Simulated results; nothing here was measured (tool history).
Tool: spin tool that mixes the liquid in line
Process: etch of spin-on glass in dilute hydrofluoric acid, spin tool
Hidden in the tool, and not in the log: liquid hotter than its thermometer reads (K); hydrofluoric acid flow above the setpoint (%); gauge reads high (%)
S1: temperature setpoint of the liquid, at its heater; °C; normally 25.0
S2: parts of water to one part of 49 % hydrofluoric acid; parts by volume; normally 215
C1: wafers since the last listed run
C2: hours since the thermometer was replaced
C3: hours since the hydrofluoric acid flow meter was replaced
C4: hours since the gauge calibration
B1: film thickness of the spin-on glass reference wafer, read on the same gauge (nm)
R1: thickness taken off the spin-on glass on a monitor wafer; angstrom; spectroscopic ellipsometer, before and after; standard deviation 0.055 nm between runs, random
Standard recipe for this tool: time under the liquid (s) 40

{"run": 1, "day": 0.0, "S1": 23.0, "S2": 215, "time under the liquid (s)": 40, "C1": 0, "C2": 1423.0, "C3": 450.1, "C4": 1384.8, "B1": 140.03, "R1": 54.5}
{"run": 2, "day": 1.75, "S1": 23.0, "S2": 215, "time under the liquid (s)": 40, "C1": 412, "C2": 1465.0, "C3": 492.1, "C4": 1426.8, "B1": 139.99, "R1": 54.3}
{"run": 3, "day": 3.658, "S1": 25.0, "S2": 215, "time under the liquid (s)": 40, "C1": 449, "C2": 1510.8, "C3": 537.9, "C4": 1472.6, "B1": 140.03, "R1": 58.0}
{"run": 4, "day": 7.825, "S1": 25.0, "S2": 215, "time under the liquid (s)": 40, "C1": 982, "C2": 1610.8, "C3": 637.9, "C4": 1572.6, "B1": 139.97, "R1": 57.8}
{"run": 5, "day": 10.862, "S1": 25.0, "S2": 215, "time under the liquid (s)": 55, "C1": 715, "C2": 1683.7, "C3": 710.8, "C4": 1645.5, "B1": 140.0, "R1": 80.5}
{"run": 6, "day": 14.492, "S1": 25.0, "S2": 215, "time under the liquid (s)": 55, "C1": 855, "C2": 1770.8, "C3": 797.9, "C4": 1732.6, "B1": 140.01, "R1": 79.0}
{"run": 7, "day": 17.958, "S1": 25.0, "S2": 215, "time under the liquid (s)": 55, "C1": 817, "C2": 1854.0, "C3": 881.1, "C4": 1815.8, "B1": 139.97, "R1": 80.6}
{"run": 8, "day": 21.438, "S1": 25.0, "S2": 215, "time under the liquid (s)": 40, "C1": 820, "C2": 1937.5, "C3": 964.6, "C4": 1899.3, "B1": 140.01, "R1": 58.0}
{"run": 9, "day": 32.538, "S1": 25.0, "S2": 215, "time under the liquid (s)": 40, "C1": 2616, "C2": 2203.9, "C3": 1231.0, "C4": 2165.7, "B1": 140.06, "R1": 58.1}
{"run": 10, "day": 35.85, "S1": 27.0, "S2": 215, "time under the liquid (s)": 20, "C1": 780, "C2": 2283.4, "C3": 1310.5, "C4": 2245.2, "B1": 140.0, "R1": 31.3}
{"run": 11, "day": 38.842, "S1": 27.0, "S2": 215, "time under the liquid (s)": 20, "C1": 705, "C2": 2355.2, "C3": 1382.3, "C4": 2317.0, "B1": 140.02, "R1": 31.9}
{"run": 12, "day": 40.488, "S1": 27.0, "S2": 215, "time under the liquid (s)": 20, "C1": 387, "C2": 2394.7, "C3": 1421.8, "C4": 2356.5, "B1": 140.02, "R1": 31.6}
{"run": 13, "day": 43.221, "S1": 25.0, "S2": 215, "time under the liquid (s)": 40, "C1": 644, "C2": 2460.3, "C3": 1487.4, "C4": 2422.1, "B1": 140.03, "R1": 57.9}
{"day": 43.654, "done": "hydrofluoric acid flow meter replaced"}
{"run": 14, "day": 46.9, "S1": 25.0, "S2": 215, "time under the liquid (s)": 40, "C1": 857, "C2": 2548.6, "C3": 77.9, "C4": 2510.4, "B1": 139.99, "R1": 58.4}
{"run": 15, "day": 48.454, "S1": 25.0, "S2": 215, "time under the liquid (s)": 40, "C1": 366, "C2": 2585.9, "C3": 115.2, "C4": 2547.7, "B1": 140.01, "R1": 58.5}
{"run": 16, "day": 52.188, "S1": 26.5, "S2": 180, "time under the liquid (s)": 40, "C1": 879, "C2": 2675.5, "C3": 204.8, "C4": 2637.3, "B1": 140.0, "R1": 76.1}
{"run": 17, "day": 53.8, "S1": 25.0, "S2": 215, "time under the liquid (s)": 40, "C1": 380, "C2": 2714.2, "C3": 243.5, "C4": 2676.0, "B1": 139.98, "R1": 58.5}
{"day": 54.058, "done": "thermometer replaced"}
{"day": 55.6, "done": "gauge calibrated"}
{"run": 18, "day": 57.2, "S1": 25.0, "S2": 215, "time under the liquid (s)": 25, "C1": 791, "C2": 75.4, "C3": 325.1, "C4": 38.4, "B1": 140.01, "R1": 37.1}
{"run": 19, "day": 60.188, "S1": 25.0, "S2": 215, "time under the liquid (s)": 40, "C1": 704, "C2": 147.1, "C3": 396.8, "C4": 110.1, "B1": 140.03, "R1": 59.6}
{"run": 20, "day": 62.175, "S1": 21.5, "S2": 215, "time under the liquid (s)": 40, "C1": 468, "C2": 194.8, "C3": 444.5, "C4": 157.8, "B1": 140.01, "R1": 51.0}
{"run": 21, "day": 66.171, "S1": 25.0, "S2": 215, "time under the liquid (s)": 40, "C1": 941, "C2": 290.7, "C3": 540.4, "C4": 253.7, "B1": 139.99, "R1": 58.5}
{"run": 22, "day": 70.517, "S1": 25.0, "S2": 215, "time under the liquid (s)": 40, "C1": 1024, "C2": 395.0, "C3": 644.7, "C4": 358.0, "B1": 139.97, "R1": 58.9}
{"run": 23, "day": 72.796, "S1": 23.0, "S2": 215, "time under the liquid (s)": 50, "C1": 537, "C2": 449.7, "C3": 699.4, "C4": 412.7, "B1": 140.03, "R1": 67.8}
{"run": 24, "day": 76.788, "S1": 25.0, "S2": 290, "time under the liquid (s)": 40, "C1": 940, "C2": 545.5, "C3": 795.2, "C4": 508.5, "B1": 139.96, "R1": 40.0}
{"run": 25, "day": 79.512, "S1": 23.0, "S2": 215, "time under the liquid (s)": 40, "C1": 642, "C2": 610.9, "C3": 860.6, "C4": 573.9, "B1": 140.04, "R1": 53.8}
{"run": 26, "day": 83.183, "S1": 25.0, "S2": 215, "time under the liquid (s)": 40, "C1": 865, "C2": 699.0, "C3": 948.7, "C4": 662.0, "B1": 139.99, "R1": 58.4}
{"run": 27, "day": 84.821, "S1": 22.5, "S2": 215, "time under the liquid (s)": 65, "C1": 385, "C2": 738.3, "C3": 988.0, "C4": 701.3, "B1": 140.01, "R1": 87.0}
{"run": 28, "day": 86.95, "S1": 22.0, "S2": 215, "time under the liquid (s)": 55, "C1": 501, "C2": 789.4, "C3": 1039.1, "C4": 752.4, "B1": 139.95, "R1": 72.7}
{"run": 29, "day": 90.888, "S1": 21.0, "S2": 215, "time under the liquid (s)": 40, "C1": 928, "C2": 883.9, "C3": 1133.6, "C4": 846.9, "B1": 140.04, "R1": 50.3}
{"run": 30, "day": 92.696, "S1": 28.5, "S2": 295, "time under the liquid (s)": 60, "C1": 426, "C2": 927.3, "C3": 1177.0, "C4": 890.3, "B1": 140.0, "R1": 66.2}
{"run": 31, "day": 96.179, "S1": 28.5, "S2": 215, "time under the liquid (s)": 40, "C1": 820, "C2": 1010.9, "C3": 1260.6, "C4": 973.9, "B1": 140.0, "R1": 66.0}
{"run": 32, "day": 97.962, "S1": 25.0, "S2": 215, "time under the liquid (s)": 30, "C1": 420, "C2": 1053.7, "C3": 1303.4, "C4": 1016.7, "B1": 140.01, "R1": 43.6}
{"run": 33, "day": 100.783, "S1": 23.0, "S2": 215, "time under the liquid (s)": 60, "C1": 664, "C2": 1121.4, "C3": 1371.1, "C4": 1084.4, "B1": 139.96, "R1": 81.5}

5 options for the next run, each taken on its own from the tool as it stands now. Forecast them:
{"run": "A", "day": 100.8, "S1": 30.0, "S2": 215, "time under the liquid (s)": 40, "C1": 3, "C2": 1121.8, "C3": 1371.5, "C4": 1084.8, "B1": "?", "R1": "?"}
{"run": "B", "day": 100.8, "S1": 29.5, "S2": 215, "time under the liquid (s)": 40, "C1": 3, "C2": 1121.8, "C3": 1371.5, "C4": 1084.8, "B1": "?", "R1": "?"}
{"run": "C", "day": 100.8, "S1": 23.5, "S2": 215, "time under the liquid (s)": 20, "C1": 3, "C2": 1121.8, "C3": 1371.5, "C4": 1084.8, "B1": "?", "R1": "?"}
{"run": "D", "day": 100.8, "S1": 27.5, "S2": 110, "time under the liquid (s)": 65, "C1": 3, "C2": 1121.8, "C3": 1371.5, "C4": 1084.8, "B1": "?", "R1": "?"}
{"run": "E", "day": 100.8, "S1": 29.0, "S2": 135, "time under the liquid (s)": 20, "C1": 3, "C2": 1121.8, "C3": 1371.5, "C4": 1084.8, "B1": "?", "R1": "?"}

run=A B1=140.01 R1=69.7
run=B B1=140.01 R1=68.6
run=C B1=140.01 R1=27.7
run=D B1=140.01 R1=230.9
run=E B1=140.01 R1=59.3
With no hidden state in the tool, these same runs would have given:
run=A R1=69.7
run=B R1=68.6
run=C R1=27.7
run=D R1=230.9
run=E R1=59.3
